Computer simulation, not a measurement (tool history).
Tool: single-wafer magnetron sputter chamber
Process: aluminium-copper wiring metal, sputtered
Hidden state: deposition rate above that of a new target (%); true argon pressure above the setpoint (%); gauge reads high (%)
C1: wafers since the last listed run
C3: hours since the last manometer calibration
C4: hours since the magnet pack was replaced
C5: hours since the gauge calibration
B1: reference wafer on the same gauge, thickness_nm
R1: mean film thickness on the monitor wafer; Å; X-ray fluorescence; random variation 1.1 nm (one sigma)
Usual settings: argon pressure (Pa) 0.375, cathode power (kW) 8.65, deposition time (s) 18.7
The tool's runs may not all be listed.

Run 1, hour 0: usual settings; C1 0; wafers on the sputter target 13410; C3 581.5; C4 8803.2; C5 984.9; B1 338.192. Result: R1 2981.99 Å.
Run 2, hour 68.6: usual settings; C1 3520; wafers on the sputter target 16931; C3 650.1; C4 8871.8; C5 1053.5; B1 338.04. Result: R1 2972.86 Å.
At hour 113.3: sputter target and shields replaced.
Run 3, hour 150: usual settings; C1 3767; wafers on the sputter target 1882; C3 731.5; C4 8953.2; C5 1134.9; B1 338.245. Result: R1 2982.36 Å.
Run 4, hour 197.3: usual settings but deposition time (s) 20.3; C1 2427; wafers on the sputter target 4309; C3 778.8; C4 9000.5; C5 1182.2; B1 337.913. Result: R1 3242.96 Å.
Run 5, hour 265.6: usual settings; C1 3505; wafers on the sputter target 7815; C3 847.1; C4 9068.8; C5 1250.5; B1 337.981. Result: R1 2972.65 Å.
Run 6, hour 299.4: usual settings; C1 1734; wafers on the sputter target 9550; C3 880.9; C4 9102.6; C5 1284.3; B1 338.031. Result: R1 2975.22 Å.
Run 7, hour 324.6: usual settings; C1 1293; wafers on the sputter target 10843; C3 906.1; C4 9127.8; C5 1309.5; B1 338.081. Result: R1 2981 Å.
Run 8, hour 360.5: usual settings; C1 1842; wafers on the sputter target 12686; C3 942; C4 9163.7; C5 1345.4; B1 337.897. Result: R1 2974.65 Å.
Run 9, hour 402.7: usual settings; C1 2165; wafers on the sputter target 14852; C3 984.2; C4 9205.9; C5 1387.6; B1 337.875. Result: R1 2954.4 Å.
Run 10, hour 450.6: usual settings; C1 2458; wafers on the sputter target 17310; C3 1032.1; C4 9253.8; C5 1435.5; B1 337.934. Result: R1 2957.2 Å.
At hour 495.4: sputter target and shields replaced.
Run 11, hour 495.9: usual settings; C1 1914; wafers on the sputter target 26; C3 1077.4; C4 9299.1; C5 1480.8; B1 337.796. Result: R1 3012.56 Å.
Run 12, hour 563.5: usual settings; C1 3469; wafers on the sputter target 3496; C3 1145; C4 9366.7; C5 1548.4; B1 337.657. Result: R1 3035.39 Å.
Run 13, hour 611.4: usual settings; C1 2458; wafers on the sputter target 5954; C3 1192.9; C4 9414.6; C5 1596.3; B1 338.024. Result: R1 3008.65 Å.
Run 14, hour 643.3: usual settings; C1 1637; wafers on the sputter target 7592; C3 1224.8; C4 9446.5; C5 1628.2; B1 338.12. Result: R1 2990.3 Å.
Run 15, hour 678.8: usual settings; C1 1822; wafers on the sputter target 9414; C3 1260.3; C4 9482; C5 1663.7; B1 338.076. Result: R1 3016.87 Å.
At hour 701.1: gauge calibrated.
At hour 722.8: magnet pack replaced.
Run 16, hour 732.3: usual settings; C1 2335; wafers on the sputter target 11749; C3 1313.8; C4 9.5; C5 31.2; B1 338.018. Result: R1 2997.87 Å.
Run 17, hour 761.3: usual settings; C1 1488; wafers on the sputter target 13238; C3 1342.8; C4 38.5; C5 60.2; B1 338.224. Result: R1 2985.22 Å.
Run 18, hour 833.1: usual settings; C1 3685; wafers on the sputter target 16923; C3 1414.6; C4 110.3; C5 132; B1 338.123. Result: R1 2969.58 Å.
Run 19, hour 891.4: usual settings but cathode power (kW) 9.6, deposition time (s) 16.8; C1 2992; wafers on the sputter target 19915; C3 1472.9; C4 168.6; C5 190.3; B1 337.81. Result: R1 2940.6 Å.
At hour 937.2: sputter target and shields replaced.
Run 20, hour 937.7: usual settings but argon pressure (Pa) 0.498, cathode power (kW) 7.15, deposition time (s) 15.7; C1 1965; wafers on the sputter target 24; C3 1519.2; C4 214.9; C5 236.6; B1 337.909. Result: R1 1985.77 Å.
Run 21, hour 997.5: usual settings but cathode power (kW) 10.05, deposition time (s) 20.3; C1 3069; wafers on the sputter target 3094; C3 1579; C4 274.7; C5 296.4; B1 337.769. Result: R1 3825.16 Å.
At hour 1014.6: capacitance manometer re-zeroed and calibrated.
Run 22, hour 1027.4: usual settings; C1 1124; wafers on the sputter target 4218; C3 12.8; C4 304.6; C5 326.3; B1 337.895. Result: R1 2941.16 Å.
Run 23, hour 1055.7: usual settings but cathode power (kW) 10.05, deposition time (s) 20.3; C1 1452; wafers on the sputter target 5670; C3 41.1; C4 332.9; C5 354.6; B1 338.053. Result: R1 3689.74 Å.
Run 24, hour 1195.6: usual settings but argon pressure (Pa) 0.51, cathode power (kW) 10, deposition time (s) 15.1; C1 7180; wafers on the sputter target 12851; C3 181; C4 472.8; C5 494.5; B1 338.018. Result: R1 2566.1 Å.
Run 25, hour 1247.2: usual settings but deposition time (s) 17.2; C1 2648; wafers on the sputter target 15499; C3 232.6; C4 524.4; C5 546.1; B1 338.098. Result: R1 2677.57 Å.
Run 26, hour 1319: usual settings but argon pressure (Pa) 0.229; C1 3685; wafers on the sputter target 19184; C3 304.4; C4 596.2; C5 617.9; B1 337.886. Result: R1 3151.51 Å.
At hour 1330.2: sputter target and shields replaced.
Run 27, hour 1388.1: usual settings; C1 3136; wafers on the sputter target 2970; C3 373.5; C4 665.3; C5 687; B1 337.941. Result: R1 2965.57 Å.
Run 28, hour 1413.3: usual settings; C1 1293; wafers on the sputter target 4263; C3 398.7; C4 690.5; C5 712.2; B1 338.108. Result: R1 2976.52 Å.
Run 29, hour 1577: usual settings but cathode power (kW) 7, deposition time (s) 17.4; C1 8402; wafers on the sputter target 12665; C3 562.4; C4 854.2; C5 875.9; B1 337.966. Result: R1 2237.94 Å.
At hour 1703.5: sputter target and shields replaced.
Run 30, hour 1745.2: usual settings; C1 8222; wafers on the sputter target 2140; C3 730.6; C4 1022.4; C5 1044.1; B1 337.813. Result: R1 3003.57 Å.
Run 31, hour 1776: usual settings but cathode power (kW) 7.3, deposition time (s) 20.1; C1 1580; wafers on the sputter target 3721; C3 761.4; C4 1053.2; C5 1074.9; B1 338.223. Result: R1 2730.52 Å.
Run 32, hour 1808.3: usual settings but argon pressure (Pa) 0.315, cathode power (kW) 7.75, deposition time (s) 21; C1 1657; wafers on the sputter target 5379; C3 793.7; C4 1085.5; C5 1107.2; B1 338.194. Result: R1 3111.52 Å.
Run 33, hour 1836.6: usual settings but argon pressure (Pa) 0.262, cathode power (kW) 7.6, deposition time (s) 20.8; C1 1452; wafers on the sputter target 6831; C3 822; C4 1113.8; C5 1135.5; B1 337.816. Result: R1 3103.24 Å.
Run 34, hour 1872.1: usual settings but argon pressure (Pa) 0.238, cathode power (kW) 7.5, deposition time (s) 20.1; C1 1822; wafers on the sputter target 8653; C3 857.5; C4 1149.3; C5 1171; B1 337.966. Result: R1 2966.54 Å.

Forecast each of these 4 alternatives for the next run:
Run A, hour 1872.5: usual settings but argon pressure (Pa) 0.472; C1 20; wafers on the sputter target 8674; C3 857.9; C4 1149.7; C5 1171.4; B1 ?. Result: R1 ?.
Run B, hour 1872.5: usual settings but deposition time (s) 20.7; C1 20; wafers on the sputter target 8674; C3 857.9; C4 1149.7; C5 1171.4; B1 ?. Result: R1 ?.
Run C, hour 1872.5: usual settings but cathode power (kW) 7.35, deposition time (s) 21.3; C1 20; wafers on the sputter target 8674; C3 857.9; C4 1149.7; C5 1171.4; B1 ?. Result: R1 ?.
Run D, hour 1872.5: usual settings but argon pressure (Pa) 0.474, deposition time (s) 17.1; C1 20; wafers on the sputter target 8674; C3 857.9; C4 1149.7; C5 1171.4; B1 ?. Result: R1 ?.

run       B1       R1
  A  337.863  2845.22
  B  337.863  3297.21
  C  337.863  2882.88
  D  337.863  2599.34
Without the tool's hidden state the same runs would have given:
run       R1
  A  2761.12
  B   3223.4
  C  2818.35
  D  2522.14

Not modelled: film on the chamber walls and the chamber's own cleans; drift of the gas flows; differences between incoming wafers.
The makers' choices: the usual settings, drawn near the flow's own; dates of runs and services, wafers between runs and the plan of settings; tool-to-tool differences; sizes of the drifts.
